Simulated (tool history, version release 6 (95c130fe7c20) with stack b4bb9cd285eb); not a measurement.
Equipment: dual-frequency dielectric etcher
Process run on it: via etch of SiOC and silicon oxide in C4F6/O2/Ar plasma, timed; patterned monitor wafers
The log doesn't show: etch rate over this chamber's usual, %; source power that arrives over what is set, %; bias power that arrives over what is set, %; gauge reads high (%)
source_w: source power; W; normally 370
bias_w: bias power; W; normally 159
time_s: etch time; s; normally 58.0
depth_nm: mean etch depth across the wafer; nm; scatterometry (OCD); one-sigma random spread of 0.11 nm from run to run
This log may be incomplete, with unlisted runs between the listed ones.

| run | hour | source_w | bias_w | time_s | wafers since the last listed run | hours since the last wet clean | hours since the last source power generator calibration | hours since the last bias power generator calibration | hours since the last upper electrode change | hours since the gauge calibration | read-back reference wafer on the same gauge, depth_nm | depth_nm |
|---|---|---|---|---|---|---|---|---|---|---|---|---|
| 1 | 0.0 | 370 | 159 | 58.0 | 0 | 3.3 | 2505.6 | 1411.5 | 3078.8 | 486.0 | 71.3 | 60.4 |
| 2 | 67.9 | 370 | 159 | 58.0 | 500 | 71.2 | 2573.5 | 1479.4 | 3146.7 | 553.9 | 71.4 | 60.5 |
| 3 | 100.3 | 370 | 159 | 58.0 | 238 | 103.6 | 2605.9 | 1511.8 | 3179.1 | 586.3 | 71.3 | 60.4 |
| 4 | 132.0 | 340 | 168 | 58.0 | 233 | 135.3 | 2637.6 | 1543.5 | 3210.8 | 618.0 | 71.3 | 60.1 |
| 5 | 156.5 | 350 | 159 | 49.0 | 180 | 159.8 | 2662.1 | 1568.0 | 3235.3 | 642.5 | 71.3 | 50.5 |
| 6 | 178.9 | 350 | 159 | 49.0 | 164 | 182.2 | 2684.5 | 1590.4 | 3257.7 | 664.9 | 71.3 | 50.5 |
| 7 | 211.5 | 350 | 159 | 49.0 | 240 | 214.8 | 2717.1 | 1623.0 | 3290.3 | 697.5 | 71.3 | 50.5 |
| 8 | 230.0 | 370 | 159 | 68.5 | 136 | 233.3 | 2735.6 | 1641.5 | 3308.8 | 716.0 | 71.3 | 71.7 |
| 9 | 298.7 | 370 | 159 | 68.5 | 505 | 302.0 | 2804.3 | 1710.2 | 3377.5 | 784.7 | 71.2 | 72.1 |
|  | 301.4 | gauge calibrated |
| 10 | 322.6 | 340 | 141 | 58.0 | 176 | 325.9 | 2828.2 | 1734.1 | 3401.4 | 21.2 | 71.3 | 57.0 |
|  | 351.3 | bias power generator calibrated |
| 11 | 352.4 | 340 | 141 | 58.0 | 190 | 355.7 | 2858.0 | 1.1 | 3431.2 | 51.0 | 71.3 | 58.3 |
|  | 386.1 | wet clean of the chamber |
| 12 | 387.0 | 340 | 141 | 58.0 | 78 | 0.9 | 2892.6 | 35.7 | 3465.8 | 85.6 | 71.3 | 57.3 |
| 13 | 414.0 | 370 | 159 | 68.0 | 198 | 27.9 | 2919.6 | 62.7 | 3492.8 | 112.6 | 71.3 | 71.8 |
| 14 | 448.5 | 370 | 159 | 68.0 | 254 | 62.4 | 2954.1 | 97.2 | 3527.3 | 147.1 | 71.4 | 72.2 |
| 15 | 519.3 | 430 | 187 | 69.0 | 521 | 133.2 | 3024.9 | 168.0 | 3598.1 | 217.9 | 71.3 | 81.1 |
| 16 | 540.2 | 400 | 159 | 68.0 | 153 | 154.1 | 3045.8 | 188.9 | 3619.0 | 238.8 | 71.3 | 74.0 |
| 17 | 553.6 | 370 | 159 | 75.0 | 98 | 167.5 | 3059.2 | 202.3 | 3632.4 | 252.2 | 71.3 | 79.8 |
| 18 | 567.2 | 370 | 159 | 58.0 | 100 | 181.1 | 3072.8 | 215.9 | 3646.0 | 265.8 | 71.3 | 61.9 |
|  | 572.1 | source power generator calibrated |
| 19 | 582.0 | 300 | 171 | 58.0 | 79 | 195.9 | 9.9 | 230.7 | 3660.8 | 280.6 | 71.3 | 59.3 |
| 20 | 600.2 | 460 | 195 | 70.5 | 134 | 214.1 | 28.1 | 248.9 | 3679.0 | 298.8 | 71.3 | 86.3 |
|  | 625.9 | upper electrode replaced |
| 21 | 626.4 | 370 | 159 | 58.0 | 16 | 240.3 | 54.3 | 275.1 | 0.5 | 325.0 | 71.3 | 61.9 |
| 22 | 637.5 | 370 | 159 | 58.0 | 81 | 251.4 | 65.4 | 286.2 | 11.6 | 336.1 | 71.3 | 61.8 |
| 23 | 671.8 | 370 | 159 | 58.0 | 252 | 285.7 | 99.7 | 320.5 | 45.9 | 370.4 | 71.2 | 62.0 |
| 24 | 684.3 | 460 | 195 | 70.5 | 92 | 298.2 | 112.2 | 333.0 | 58.4 | 382.9 | 71.3 | 86.5 |
| 25 | 712.2 | 370 | 137 | 58.0 | 205 | 326.1 | 140.1 | 360.9 | 86.3 | 410.8 | 71.3 | 59.1 |
| 26 | 731.0 | 370 | 159 | 50.0 | 138 | 344.9 | 158.9 | 379.7 | 105.1 | 429.6 | 71.3 | 53.7 |
| 27 | 755.5 | 400 | 159 | 50.5 | 180 | 369.4 | 183.4 | 404.2 | 129.6 | 454.1 | 71.2 | 55.7 |
| 28 | 769.3 | 370 | 170 | 41.0 | 101 | 383.2 | 197.2 | 418.0 | 143.4 | 467.9 | 71.3 | 45.0 |
| 29 | 798.5 | 450 | 141 | 58.0 | 215 | 412.4 | 226.4 | 447.2 | 172.6 | 497.1 | 71.3 | 63.7 |
|  | 852.4 | wet clean of the chamber |
| 30 | 852.9 | 370 | 159 | 58.0 | 223 | 0.5 | 280.8 | 501.6 | 227.0 | 551.5 | 71.3 | 60.8 |

Measured result minus the same run's result without the hidden state. Both carry the same run-to-run variation, though not necessarily the same gauge scatter:
| run | depth_nm |
|---|---|
| 1 | -0.8 |
| 2 | -0.6 |
| 3 | -0.5 |
| 4 | -0.5 |
| 5 | -0.4 |
| 6 | -0.3 |
| 7 | -0.2 |
| 8 | -0.2 |
| 9 | +0.0 |
| 10 | +0.1 |
| 11 | +1.3 |
| 12 | +0.1 |
| 13 | +0.2 |
| 14 | +0.4 |
| 15 | +0.7 |
| 16 | +0.6 |
| 17 | +0.8 |
| 18 | +0.6 |
| 19 | +0.6 |
| 20 | +1.0 |
| 21 | +0.8 |
| 22 | +0.8 |
| 23 | +0.9 |
| 24 | +1.3 |
| 25 | +1.0 |
| 26 | +0.9 |
| 27 | +1.0 |
| 28 | +0.8 |
| 29 | +1.3 |
| 30 | -0.4 |
